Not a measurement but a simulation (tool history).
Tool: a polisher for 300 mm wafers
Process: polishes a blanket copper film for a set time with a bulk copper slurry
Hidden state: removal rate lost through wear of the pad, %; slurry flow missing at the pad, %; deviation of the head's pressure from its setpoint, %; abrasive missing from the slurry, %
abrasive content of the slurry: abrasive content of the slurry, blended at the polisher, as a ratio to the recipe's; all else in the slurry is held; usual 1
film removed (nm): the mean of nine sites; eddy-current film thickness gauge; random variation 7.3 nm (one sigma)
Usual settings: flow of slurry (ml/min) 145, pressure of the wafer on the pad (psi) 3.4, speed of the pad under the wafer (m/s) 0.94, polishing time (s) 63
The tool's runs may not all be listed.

| run | hour | flow of slurry (ml/min) | pressure of the wafer on the pad (psi) | speed of the pad under the wafer (m/s) | abrasive content of the slurry | polishing time (s) | wafers since the last listed run | wafers polished on this pad | hours since the slurry nozzle was cleaned | hours since the head pressure was calibrated | hours since the slurry blender was calibrated | incoming thickness of the incoming film, nm | film removed (nm) |
|---|---|---|---|---|---|---|---|---|---|---|---|---|---|
| 1 | 0 | 145 | 3.4 | 0.94 | 1 | 63 | 0 | 701 | 585.2 | 1334.6 | 42.4 | 4646 | 514 |
|  | 17.1 | worn pad replaced by a new one |
| 2 | 23.8 | 145 | 3.4 | 0.94 | 0.85 | 63 | 126 | 42 | 609 | 1358.4 | 66.2 | 4593.7 | 530.2 |
| 3 | 48.6 | 145 | 3.4 | 0.94 | 0.85 | 63 | 158 | 200 | 633.8 | 1383.2 | 91 | 4756.9 | 526.9 |
|  | 93.8 | slurry blender recalibrated |
|  | 127.5 | worn pad replaced by a new one |
| 4 | 135.7 | 145 | 3.4 | 0.94 | 0.85 | 63 | 517 | 52 | 720.9 | 1470.3 | 41.9 | 4704.1 | 527 |
| 5 | 171.5 | 120 | 3.4 | 0.78 | 1 | 63 | 228 | 280 | 756.7 | 1506.1 | 77.7 | 4624.5 | 433.8 |
| 6 | 189.5 | 120 | 3.4 | 0.78 | 1 | 63 | 114 | 395 | 774.7 | 1524.1 | 95.7 | 4714.9 | 415.4 |
|  | 193.5 | slurry nozzle cleaned |
|  | 209.2 | slurry blender recalibrated |
| 7 | 214.3 | 120 | 3.4 | 0.78 | 1 | 63 | 139 | 534 | 20.8 | 1548.9 | 5.1 | 4682.4 | 479 |
| 8 | 239.8 | 145 | 3.4 | 0.94 | 1 | 72 | 162 | 697 | 46.3 | 1574.4 | 30.6 | 4729 | 639.3 |
|  | 270.2 | worn pad replaced by a new one |
| 9 | 270.7 | 145 | 3.4 | 0.94 | 1 | 72 | 171 | 3 | 77.2 | 1605.3 | 61.5 | 4661.5 | 718.9 |
| 10 | 282.3 | 145 | 3.4 | 0.94 | 1 | 72 | 73 | 77 | 88.8 | 1616.9 | 73.1 | 4680.5 | 715.1 |
| 11 | 312.4 | 145 | 3.4 | 0.94 | 1 | 63 | 191 | 268 | 118.9 | 1647 | 103.2 | 4709.2 | 594 |
|  | 315 | head pressure recalibrated |
| 12 | 326.1 | 145 | 3.4 | 0.94 | 1 | 63 | 74 | 343 | 132.6 | 11.1 | 116.9 | 4665.2 | 588.7 |
|  | 329.8 | slurry blender recalibrated |
| 13 | 361.1 | 145 | 3.4 | 0.94 | 1 | 63 | 210 | 554 | 167.6 | 46.1 | 31.3 | 4706.1 | 565.2 |
| 14 | 384.7 | 145 | 3.4 | 0.8 | 0.8 | 63 | 150 | 704 | 191.2 | 69.7 | 54.9 | 4733.7 | 469.4 |
|  | 392.1 | worn pad replaced by a new one |
| 15 | 419.8 | 145 | 3.4 | 0.94 | 1 | 63 | 198 | 176 | 226.3 | 104.8 | 90 | 4703 | 613 |
| 16 | 433.2 | 145 | 3.4 | 0.7 | 0.7 | 63 | 85 | 262 | 239.7 | 118.2 | 103.4 | 4652.9 | 437.7 |
|  | 444.6 | slurry blender recalibrated |
| 17 | 447 | 100 | 2.7 | 1.04 | 1 | 43 | 75 | 337 | 253.5 | 132 | 2.4 | 4656.3 | 312.8 |
| 18 | 463 | 145 | 3.4 | 0.94 | 1 | 63 | 102 | 439 | 269.5 | 148 | 18.4 | 4618.9 | 570.7 |
| 19 | 498.7 | 145 | 3.4 | 0.94 | 0.85 | 63 | 227 | 667 | 305.2 | 183.7 | 54.1 | 4663.1 | 521.7 |
| 20 | 526.4 | 110 | 3.4 | 0.76 | 1 | 63 | 176 | 843 | 332.9 | 211.4 | 81.8 | 4704.4 | 434.7 |
|  | 530.6 | worn pad replaced by a new one |
| 21 | 545.6 | 170 | 3.4 | 0.94 | 1 | 63 | 96 | 95 | 352.1 | 230.6 | 101 | 4720.5 | 620 |
|  | 556.5 | slurry blender recalibrated |
| 22 | 578.1 | 145 | 4.3 | 0.94 | 1 | 63 | 194 | 290 | 384.6 | 263.1 | 21.6 | 4747.5 | 734 |
| 23 | 600.3 | 145 | 3.4 | 0.94 | 0.8 | 63 | 141 | 432 | 406.8 | 285.3 | 43.8 | 4647.8 | 536.6 |
| 24 | 629.8 | 130 | 3.4 | 0.94 | 0.7 | 63 | 188 | 620 | 436.3 | 314.8 | 73.3 | 4623.1 | 484.3 |

4 ways to go on from here, each from the tool as it stands after run 24. What would each give?
| A | 630.2 | 145 | 3.4 | 0.94 | 1 | 45 | 2 | 622 | 436.7 | 315.2 | 73.7 | 4615.1 | ? |
| B | 630.2 | 145 | 3 | 0.68 | 1 | 70 | 2 | 622 | 436.7 | 315.2 | 73.7 | 4615.1 | ? |
| C | 630.2 | 145 | 3.4 | 0.72 | 1 | 82 | 2 | 622 | 436.7 | 315.2 | 73.7 | 4615.1 | ? |
| D | 630.2 | 145 | 3.4 | 0.8 | 1.15 | 63 | 2 | 622 | 436.7 | 315.2 | 73.7 | 4615.1 | ? |

| run | film removed (nm) |
|---|---|
| A | 394.8 |
| B | 438.3 |
| C | 603 |
| D | 516.4 |
Without the tool's hidden state the same runs would have given:
| run | film removed (nm) |
|---|---|
| A | 451.4 |
| B | 501 |
| C | 689.3 |
| D | 590.4 |
